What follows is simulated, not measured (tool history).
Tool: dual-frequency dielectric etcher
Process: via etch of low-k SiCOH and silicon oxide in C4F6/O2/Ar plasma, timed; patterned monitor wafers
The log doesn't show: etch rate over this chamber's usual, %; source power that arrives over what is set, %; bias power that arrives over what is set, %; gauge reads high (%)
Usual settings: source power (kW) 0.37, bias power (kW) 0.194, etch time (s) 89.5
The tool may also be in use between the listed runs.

run	hour	source power (kW)	bias power (kW)	etch time (s)	wafers since the last listed run	hours since the last wet clean	hours since the last source power generator calibration	hours since the last bias power generator calibration	hours since the last upper electrode change	hours since the gauge calibration	read-back reference wafer on the same gauge, depth_nm	mean etch depth across the wafer (angstrom)
1	0	0.37	0.194	89.5	0	1.3	1861.6	1871	3268	259.8	247.2	2369
2	14.8	0.39	0.158	89.5	107	16.1	1876.4	1885.8	3282.8	274.6	246.9	2321
3	32.7	0.39	0.158	89.5	129	34	1894.3	1903.7	3300.7	292.5	246.9	2330
# hour 42.4: bias power generator calibrated
4	47.8	0.37	0.194	89.5	80	49.1	1909.4	5.4	3315.8	307.6	247.1	2354
# hour 67.3: source power generator calibrated
5	67.8	0.37	0.194	89.5	115	69.1	0.5	25.4	3335.8	327.6	247.1	2358
6	75.1	0.37	0.194	89.5	52	76.4	7.8	32.7	3343.1	334.9	247.1	2347
7	91.9	0.37	0.194	89.5	121	93.2	24.6	49.5	3359.9	351.7	246.8	2344
8	106.7	0.37	0.239	89.5	107	108	39.4	64.3	3374.7	366.5	247.4	2436
9	122.1	0.37	0.175	72.5	111	123.4	54.8	79.7	3390.1	381.9	247	1865
10	133.8	0.37	0.147	89.5	84	135.1	66.5	91.4	3401.8	393.6	246.7	2231
11	147.4	0.37	0.194	89.5	98	148.7	80.1	105	3415.4	407.2	246.9	2356
# hour 175.9: upper electrode replaced
12	177.8	0.37	0.223	74.5	46	179.1	110.5	135.4	1.9	437.6	246.9	1995
13	189	0.37	0.194	71	81	190.3	121.7	146.6	13.1	448.8	246.8	1866
14	203.2	0.37	0.194	89.5	102	204.5	135.9	160.8	27.3	463	246.8	2321
15	222.9	0.37	0.194	89.5	142	224.2	155.6	180.5	47	482.7	246.9	2332
16	229.2	0.39	0.158	89.5	45	230.5	161.9	186.8	53.3	489	246.9	2285
# hour 238.1: gauge calibrated
17	245	0.37	0.158	73	114	246.3	177.7	202.6	69.1	6.9	247	1833
18	253.6	0.37	0.16	89.5	62	254.9	186.3	211.2	77.7	15.5	246.9	2225
19	265.7	0.37	0.217	100.5	87	267	198.4	223.3	89.8	27.6	247.1	2655
20	295.1	0.3	0.217	109.5	212	296.4	227.8	252.7	119.2	57	247.1	2674
21	308.2	0.45	0.164	78	94	309.5	240.9	265.8	132.3	70.1	247.3	2127
22	316.8	0.37	0.162	89.5	62	318.1	249.5	274.4	140.9	78.7	247	2250
23	326.5	0.29	0.236	76	70	327.8	259.2	284.1	150.6	88.4	246.8	1848
24	338	0.42	0.194	89.5	83	339.3	270.7	295.6	162.1	99.9	247.2	2430
25	345.3	0.37	0.194	89.5	52	346.6	278	302.9	169.4	107.2	247	2302
26	354.1	0.42	0.229	98.5	63	355.4	286.8	311.7	178.2	116	246.9	2788
27	366.4	0.37	0.221	89.5	89	367.7	299.1	324	190.5	128.3	246.9	2359
28	400.3	0.37	0.194	89.5	245	401.6	333	357.9	224.4	162.2	247.3	2300
29	413.1	0.44	0.162	111.5	92	414.4	345.8	370.7	237.2	175	247.1	2974
30	424.4	0.4	0.194	70.5	81	425.7	357.1	382	248.5	186.3	247	1879

Some steps in mean etch depth across the wafer (angstrom) between neighbouring runs. How much of each would the tool show without its hidden state too (settings, what came in, random variation), and how much is left for the hidden state, with any gauge scatter that isn't in both results?
Run 23 -> 24: source power (kW) 0.29 -> 0.42, bias power (kW) 0.236 -> 0.194, etch time (s) 76 -> 89.5. mean etch depth across the wafer (angstrom) +582: hidden state -14, all else +596.
Run 28 -> 29: source power (kW) 0.37 -> 0.44, bias power (kW) 0.194 -> 0.162, etch time (s) 89.5 -> 111.5. mean etch depth across the wafer (angstrom) +674: hidden state -18, all else +692.
Run 29 -> 30: source power (kW) 0.44 -> 0.4, bias power (kW) 0.162 -> 0.194, etch time (s) 111.5 -> 70.5. mean etch depth across the wafer (angstrom) -1095: hidden state +26, all else -1121.
